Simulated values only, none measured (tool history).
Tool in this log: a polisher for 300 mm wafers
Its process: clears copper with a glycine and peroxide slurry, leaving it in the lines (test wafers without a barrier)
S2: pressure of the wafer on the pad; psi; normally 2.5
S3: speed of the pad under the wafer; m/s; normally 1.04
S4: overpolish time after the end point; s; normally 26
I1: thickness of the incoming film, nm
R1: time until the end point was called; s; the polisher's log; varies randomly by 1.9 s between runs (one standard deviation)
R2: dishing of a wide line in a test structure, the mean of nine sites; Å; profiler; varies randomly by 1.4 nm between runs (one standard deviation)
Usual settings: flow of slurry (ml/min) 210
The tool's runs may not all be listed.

Run 1, hour 0: usual settings; I1 691. Result: R1 110.5 s, R2 765 Å.
At hour 3.4: slurry nozzle cleaned.
Run 2, hour 76.7: usual settings; I1 682.3. Result: R1 113.6 s, R2 746 Å.
Run 3, hour 118.9: usual settings; I1 698.9. Result: R1 114.1 s, R2 726 Å.
At hour 158.9: worn pad replaced by a new one.
Run 4, hour 165.1: usual settings; I1 682.4. Result: R1 110.1 s, R2 745 Å.
Run 5, hour 239.7: usual settings but flow of slurry (ml/min) 165; I1 698.3. Result: R1 113.2 s, R2 754 Å.
Run 6, hour 315.1: usual settings but flow of slurry (ml/min) 165; I1 689.4. Result: R1 120.6 s, R2 697 Å.
Run 7, hour 367.6: usual settings but flow of slurry (ml/min) 165; I1 700.5. Result: R1 124 s, R2 691 Å.
At hour 374.3: worn pad replaced by a new one.
Run 8, hour 422.5: usual settings; I1 680.2. Result: R1 109.4 s, R2 766 Å.
Run 9, hour 500: usual settings; I1 682.4. Result: R1 112.3 s, R2 742 Å.
Run 10, hour 547.7: usual settings; I1 693.8. Result: R1 117.2 s, R2 722 Å.
At hour 592.1: slurry nozzle cleaned.
Run 11, hour 597.1: usual settings but S2 1.9 psi, S4 38 s; I1 689.9. Result: R1 142.9 s, R2 805 Å.
At hour 631.8: worn pad replaced by a new one, of another model than before.
Run 12, hour 662.6: usual settings; I1 700.5. Result: R1 111.4 s, R2 751 Å.
At hour 713.4: head pressure recalibrated.
Run 13, hour 726.5: usual settings but S3 0.8 m/s; I1 681.6. Result: R1 141.1 s, R2 661 Å.
Run 14, hour 774.2: usual settings but flow of slurry (ml/min) 235; I1 685.6. Result: R1 109.1 s, R2 757 Å.
Run 15, hour 846.5: usual settings but flow of slurry (ml/min) 165, S2 2.1 psi, S3 0.94 m/s; I1 691.8. Result: R1 138.9 s, R2 651 Å.
At hour 889.2: worn pad replaced by a new one.
Run 16, hour 897.7: usual settings but flow of slurry (ml/min) 180, S3 1.38 m/s; I1 687.2. Result: R1 84.1 s, R2 844 Å.
Run 17, hour 947.3: usual settings but flow of slurry (ml/min) 180, S2 1.9 psi, S3 1.22 m/s; I1 694.8. Result: R1 104.4 s, R2 749 Å.
Run 18, hour 1012.2: usual settings but flow of slurry (ml/min) 240, S3 0.74 m/s; I1 694.8. Result: R1 155.2 s, R2 616 Å.
Run 19, hour 1091: usual settings but flow of slurry (ml/min) 185; I1 688.4. Result: R1 120.1 s, R2 708 Å.
At hour 1137.5: worn pad replaced by a new one.
Run 20, hour 1138: usual settings; I1 696.5. Result: R1 109.2 s, R2 753 Å.
Run 21, hour 1185.9: usual settings but S3 0.86 m/s, S4 36 s; I1 688.2. Result: R1 132.2 s, R2 841 Å.

Below are 4 alternative next runs, each starting from the tool's condition after run 21. Predict each:
Run A, hour 1186.4: usual settings but S4 42 s; I1 703.8. Result: R1 ?, R2 ?.
Run B, hour 1186.4: usual settings but S2 3.1 psi, S4 41 s; I1 703.8. Result: R1 ?, R2 ?.
Run C, hour 1186.4: usual settings but flow of slurry (ml/min) 170; I1 703.8. Result: R1 ?, R2 ?.
Run D, hour 1186.4: usual settings but flow of slurry (ml/min) 245, S3 1.34 m/s, S4 19 s; I1 703.8. Result: R1 ?, R2 ?.

run     R1   R2
  A  111.3  963
  B  102.7  991
  C  113.6  758
  D   85.8  730
Without the tool's unlogged condition, the same runs would have read:
run     R1   R2
  A  110.5  966
  B  101.9  994
  C  112.7  761
  D   85.1  733
